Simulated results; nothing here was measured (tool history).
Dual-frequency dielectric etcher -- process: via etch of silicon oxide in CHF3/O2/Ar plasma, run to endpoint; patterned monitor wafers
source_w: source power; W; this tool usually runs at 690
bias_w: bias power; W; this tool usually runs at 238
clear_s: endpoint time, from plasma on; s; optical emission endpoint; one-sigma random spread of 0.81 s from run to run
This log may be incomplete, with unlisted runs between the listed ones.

run	day	source_w	bias_w	incoming incoming film thickness, nm	clear_s
1	0	630	238	588.4	239.3
2	0.404	690	238	590.9	233.5
3	1.125	690	238	581.9	232.1
4	1.475	690	238	587.9	234.9
# day 2.942: wet clean of the chamber
5	2.962	690	199	583.4	286.1
6	2.979	560	238	585.3	269.6
# day 3.942: source power generator calibrated
# day 4.2: wet clean of the chamber, repeated, since the last time left the tool worse
# day 4.304: upper electrode replaced
7	4.325	560	238	590.2	255.1
8	4.342	610	238	594.8	250.9
9	4.358	550	253	582.5	241.6
# day 4.588: bias power generator calibrated
10	4.767	690	238	580.2	236.7
11	5.45	620	206	585.7	268.4
12	6.083	790	238	584.6	231.8
13	6.446	630	294	590.2	218.7
14	7.15	760	271	580.4	215
15	7.879	760	206	577.5	248.9

Alternative continuations, all from the tool just after run 15; predict every row:
A	7.9	690	238	586.1	?
B	7.9	630	203	586.1	?
C	7.9	630	217	586.1	?
D	7.9	610	261	586.1	?
E	7.9	610	207	586.1	?

run	clear_s
A	239.3
B	268.2
C	257.8
D	234.1
E	267.1
With the hidden condition removed and each run's random variation left untouched, the same runs would have given:
run	clear_s
A	241.2
B	270.3
C	259.8
D	235.9
E	269.2
